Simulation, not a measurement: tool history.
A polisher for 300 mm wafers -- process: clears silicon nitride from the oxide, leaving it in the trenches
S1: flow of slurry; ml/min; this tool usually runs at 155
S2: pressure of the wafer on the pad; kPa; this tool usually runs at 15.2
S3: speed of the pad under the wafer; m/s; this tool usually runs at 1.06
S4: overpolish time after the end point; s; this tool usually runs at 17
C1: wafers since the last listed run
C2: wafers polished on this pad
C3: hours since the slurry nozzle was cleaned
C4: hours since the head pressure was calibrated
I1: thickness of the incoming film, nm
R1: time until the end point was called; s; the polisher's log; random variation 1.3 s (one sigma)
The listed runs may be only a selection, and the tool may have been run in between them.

Run 1, hour 0.0: usual settings; C1 0; C2 494; C3 83.6; C4 202.2; I1 69.8. Result: R1 90.1 s.
Run 2, hour 97.0: usual settings; C1 923; C2 1417; C3 180.6; C4 299.2; I1 68.8. Result: R1 88.4 s.
At hour 142.6: slurry nozzle cleaned.
Run 3, hour 193.3: usual settings; C1 907; C2 2325; C3 50.7; C4 395.5; I1 69.3. Result: R1 90.3 s.
At hour 203.1: worn pad replaced by a new one.
Run 4, hour 266.2: usual settings; C1 655; C2 600; C3 123.6; C4 468.4; I1 69.3. Result: R1 87.3 s.
Run 5, hour 309.2: usual settings; C1 409; C2 1009; C3 166.6; C4 511.4; I1 69.5. Result: R1 87.0 s.
Run 6, hour 365.6: usual settings but S1 115 ml/min; C1 536; C2 1546; C3 223.0; C4 567.8; I1 70.7. Result: R1 90.9 s.
At hour 371.9: slurry nozzle cleaned.
Run 7, hour 432.7: usual settings but S1 115 ml/min; C1 629; C2 2176; C3 60.8; C4 634.9; I1 69.4. Result: R1 88.9 s.
At hour 450.4: worn pad replaced by a new one, of another model than before.
Run 8, hour 511.8: usual settings but S2 17.9 kPa; C1 714; C2 584; C3 139.9; C4 714.0; I1 70.4. Result: R1 72.4 s.
At hour 532.8: head pressure recalibrated.
Run 9, hour 548.9: usual settings but S4 12 s; C1 334; C2 918; C3 177.0; C4 16.1; I1 68.9. Result: R1 93.5 s.
At hour 622.4: slurry nozzle cleaned.
At hour 666.0: worn pad replaced by a new one.
Run 10, hour 738.7: usual settings but S1 205 ml/min, S3 0.92 m/s; C1 1759; C2 692; C3 116.3; C4 205.9; I1 69.6. Result: R1 94.7 s.

What does the tool deliver on the next run?
Run 11, hour 786.7: usual settings but S1 210 ml/min; C1 456; C2 1149; C3 164.3; C4 253.9; I1 69.7. Result: R1 ?.

{"run 11": {"R1": 85.3}}
Without the tool's hidden state the same run would have given R1 90.6 s.
